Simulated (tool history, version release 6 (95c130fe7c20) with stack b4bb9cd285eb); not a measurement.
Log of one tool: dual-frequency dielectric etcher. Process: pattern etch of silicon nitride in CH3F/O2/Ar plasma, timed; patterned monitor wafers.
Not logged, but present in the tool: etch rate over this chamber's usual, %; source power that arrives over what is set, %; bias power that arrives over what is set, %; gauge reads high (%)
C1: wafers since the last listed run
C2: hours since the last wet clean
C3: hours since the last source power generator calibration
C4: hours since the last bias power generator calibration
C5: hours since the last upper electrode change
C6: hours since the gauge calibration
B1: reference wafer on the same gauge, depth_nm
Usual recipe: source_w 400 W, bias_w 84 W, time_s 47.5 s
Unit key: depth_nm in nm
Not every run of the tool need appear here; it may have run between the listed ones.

Run 1, hour 0.0: usual settings; C1 0; C2 294.0; C3 5019.3; C4 2926.1; C5 2033.1; C6 26.0; B1 34.41. Result: depth_nm 36.27 nm.
Run 2, hour 16.9: usual settings; C1 205; C2 310.9; C3 5036.2; C4 2943.0; C5 2050.0; C6 42.9; B1 34.41. Result: depth_nm 36.41 nm.
Run 3, hour 45.7: usual settings; C1 349; C2 339.7; C3 5065.0; C4 2971.8; C5 2078.8; C6 71.7; B1 34.41. Result: depth_nm 36.44 nm.
Run 4, hour 64.9: usual settings; C1 233; C2 358.9; C3 5084.2; C4 2991.0; C5 2098.0; C6 90.9; B1 34.39. Result: depth_nm 36.48 nm.
Run 5, hour 99.7: usual settings; C1 422; C2 393.7; C3 5119.0; C4 3025.8; C5 2132.8; C6 125.7; B1 34.41. Result: depth_nm 36.52 nm.
Run 6, hour 118.5: usual settings; C1 228; C2 412.5; C3 5137.8; C4 3044.6; C5 2151.6; C6 144.5; B1 34.39. Result: depth_nm 36.57 nm.
Run 7, hour 133.0: usual settings; C1 176; C2 427.0; C3 5152.3; C4 3059.1; C5 2166.1; C6 159.0; B1 34.41. Result: depth_nm 36.55 nm.
Run 8, hour 147.9: usual settings; C1 180; C2 441.9; C3 5167.2; C4 3074.0; C5 2181.0; C6 173.9; B1 34.39. Result: depth_nm 36.60 nm.
Run 9, hour 173.8: usual settings; C1 314; C2 467.8; C3 5193.1; C4 3099.9; C5 2206.9; C6 199.8; B1 34.40. Result: depth_nm 36.73 nm.
At hour 207.0: source power generator calibrated.
Run 10, hour 207.5: usual settings but source_w 380 W, bias_w 79 W; C1 360; C2 501.5; C3 0.5; C4 3133.6; C5 2240.6; C6 233.5; B1 34.40. Result: depth_nm 35.47 nm.
At hour 249.6: wet clean of the chamber.
At hour 266.0: upper electrode replaced.
Run 11, hour 266.5: usual settings but time_s 39.5 s; C1 225; C2 16.9; C3 59.5; C4 3192.6; C5 0.5; C6 292.5; B1 34.40. Result: depth_nm 29.77 nm.
Run 12, hour 266.9: usual settings but source_w 320 W, bias_w 68 W, time_s 53.5 s; C1 4; C2 17.3; C3 59.9; C4 3193.0; C5 0.9; C6 292.9; B1 34.40. Result: depth_nm 35.15 nm.
Run 13, hour 285.6: usual settings but source_w 350 W, bias_w 90 W, time_s 34.0 s; C1 227; C2 36.0; C3 78.6; C4 3211.7; C5 19.6; C6 311.6; B1 34.41. Result: depth_nm 25.16 nm.
Run 14, hour 305.4: usual settings but bias_w 64 W, time_s 42.5 s; C1 240; C2 55.8; C3 98.4; C4 3231.5; C5 39.4; C6 331.4; B1 34.42. Result: depth_nm 29.75 nm.
At hour 326.2: gauge calibrated.
At hour 336.6: bias power generator calibrated.
Run 15, hour 337.1: usual settings but source_w 450 W, bias_w 73 W, time_s 56.5 s; C1 336; C2 87.5; C3 130.1; C4 0.5; C5 71.1; C6 10.9; B1 34.42. Result: depth_nm 42.86 nm.
Run 16, hour 349.7: usual settings but time_s 42.0 s; C1 152; C2 100.1; C3 142.7; C4 13.1; C5 83.7; C6 23.5; B1 34.40. Result: depth_nm 31.93 nm.
Run 17, hour 367.6: usual settings but source_w 380 W, bias_w 79 W; C1 217; C2 118.0; C3 160.6; C4 31.0; C5 101.6; C6 41.4; B1 34.40. Result: depth_nm 34.76 nm.
Run 18, hour 395.6: usual settings; C1 339; C2 146.0; C3 188.6; C4 59.0; C5 129.6; C6 69.4; B1 34.40. Result: depth_nm 36.30 nm.
Run 19, hour 418.5: usual settings but source_w 480 W, bias_w 97 W; C1 278; C2 168.9; C3 211.5; C4 81.9; C5 152.5; C6 92.3; B1 34.39. Result: depth_nm 40.31 nm.
Run 20, hour 431.1: usual settings but source_w 360 W, time_s 60.0 s; C1 152; C2 181.5; C3 224.1; C4 94.5; C5 165.1; C6 104.9; B1 34.41. Result: depth_nm 44.17 nm.
Run 21, hour 451.4: usual settings but bias_w 104 W, time_s 39.5 s; C1 246; C2 201.8; C3 244.4; C4 114.8; C5 185.4; C6 125.2; B1 34.41. Result: depth_nm 32.31 nm.

5 ways to go on from here, each from the tool as it stands after run 21. What would each give?
Run A, hour 451.8: usual settings but source_w 350 W; C1 4; C2 202.2; C3 244.8; C4 115.2; C5 185.8; C6 125.6; B1 ?. Result: depth_nm ?.
Run B, hour 451.8: usual settings but source_w 300 W, bias_w 101 W, time_s 39.0 s; C1 4; C2 202.2; C3 244.8; C4 115.2; C5 185.8; C6 125.6; B1 ?. Result: depth_nm ?.
Run C, hour 451.8: usual settings but source_w 320 W, bias_w 75 W, time_s 33.5 s; C1 4; C2 202.2; C3 244.8; C4 115.2; C5 185.8; C6 125.6; B1 ?. Result: depth_nm ?.
Run D, hour 451.8: usual settings but source_w 500 W; C1 4; C2 202.2; C3 244.8; C4 115.2; C5 185.8; C6 125.6; B1 ?. Result: depth_nm ?.
Run E, hour 451.8: usual settings but time_s 52.5 s; C1 4; C2 202.2; C3 244.8; C4 115.2; C5 185.8; C6 125.6; B1 ?. Result: depth_nm ?.

run     B1  depth_nm
  A  34.41     34.67
  B  34.41     28.66
  C  34.41     22.88
  D  34.41     39.32
  E  34.41     40.15
With no hidden state in the tool, these same runs would have given:
run  depth_nm
  A     34.42
  B     28.46
  C     22.72
  D     39.04
  E     39.86
